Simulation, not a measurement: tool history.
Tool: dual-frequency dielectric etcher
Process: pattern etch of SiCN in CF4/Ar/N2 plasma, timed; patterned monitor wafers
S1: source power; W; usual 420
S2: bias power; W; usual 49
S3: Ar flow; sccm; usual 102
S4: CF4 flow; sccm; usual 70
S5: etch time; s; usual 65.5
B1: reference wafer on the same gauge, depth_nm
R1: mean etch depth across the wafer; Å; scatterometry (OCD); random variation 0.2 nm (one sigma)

| run | hour | S1 | S2 | S3 | S4 | S5 | B1 | R1 |
|---|---|---|---|---|---|---|---|---|
| 1 | 0.0 | 420 | 49 | 102 | 70 | 65.5 | 48.82 | 467.2 |
| 2 | 0.4 | 420 | 49 | 102 | 70 | 65.5 | 48.80 | 463.5 |
| 3 | 13.7 | 490 | 49 | 127 | 70 | 65.5 | 48.81 | 484.7 |
| 4 | 21.3 | 340 | 49 | 102 | 70 | 65.5 | 48.82 | 426.2 |
| 5 | 33.2 | 490 | 59 | 109 | 82 | 65.5 | 48.80 | 525.4 |
| 6 | 81.3 | 330 | 60 | 123 | 57 | 65.5 | 48.81 | 418.0 |
| 7 | 91.8 | 420 | 49 | 102 | 70 | 65.5 | 48.81 | 463.9 |
|  | 100.1 | CF4 flow controller replaced |
| 8 | 105.5 | 500 | 59 | 102 | 61 | 65.5 | 48.80 | 522.0 |
| 9 | 118.8 | 420 | 49 | 82 | 70 | 49.5 | 48.78 | 363.1 |
| 10 | 131.7 | 360 | 53 | 102 | 81 | 65.5 | 48.82 | 449.3 |
|  | 151.8 | Ar flow controller replaced |
| 11 | 152.3 | 350 | 49 | 124 | 59 | 84.5 | 48.81 | 522.6 |
| 12 | 164.9 | 420 | 49 | 102 | 70 | 65.5 | 48.82 | 462.5 |
| 13 | 173.2 | 420 | 49 | 102 | 70 | 65.5 | 48.79 | 459.6 |
| 14 | 187.7 | 420 | 49 | 102 | 70 | 65.5 | 48.80 | 461.0 |
| 15 | 201.8 | 420 | 49 | 102 | 70 | 65.5 | 48.76 | 460.8 |
| 16 | 214.4 | 420 | 49 | 102 | 70 | 51.0 | 48.84 | 358.2 |
| 17 | 221.5 | 420 | 43 | 113 | 65 | 65.5 | 48.83 | 434.3 |
| 18 | 233.0 | 420 | 49 | 102 | 70 | 65.5 | 48.79 | 458.4 |
| 19 | 248.0 | 420 | 49 | 102 | 82 | 65.5 | 48.80 | 469.0 |
| 20 | 259.2 | 420 | 54 | 102 | 70 | 79.5 | 48.80 | 569.7 |

The tool's hidden state at each run:
source power that arrives over what is set, %: 0 in every run
bias power that arrives over what is set, %: 0 in every run
Ar flow that arrives over what is set, %: 0 in every run
CF4 flow that arrives over what is set, %: 0 in every run
gauge reads high (%): 0 in every run
H1: etch rate over this chamber's usual, %
| run | H1 |
|---|---|
| 1 | -0.237 |
| 2 | -0.24 |
| 3 | -0.343 |
| 4 | -0.402 |
| 5 | -0.493 |
| 6 | -0.864 |
| 7 | -0.945 |
| 8 | -1.05 |
| 9 | -1.15 |
| 10 | -1.25 |
| 11 | -1.41 |
| 12 | -1.51 |
| 13 | -1.57 |
| 14 | -1.69 |
| 15 | -1.79 |
| 16 | -1.89 |
| 17 | -1.95 |
| 18 | -2.03 |
| 19 | -2.15 |
| 20 | -2.24 |

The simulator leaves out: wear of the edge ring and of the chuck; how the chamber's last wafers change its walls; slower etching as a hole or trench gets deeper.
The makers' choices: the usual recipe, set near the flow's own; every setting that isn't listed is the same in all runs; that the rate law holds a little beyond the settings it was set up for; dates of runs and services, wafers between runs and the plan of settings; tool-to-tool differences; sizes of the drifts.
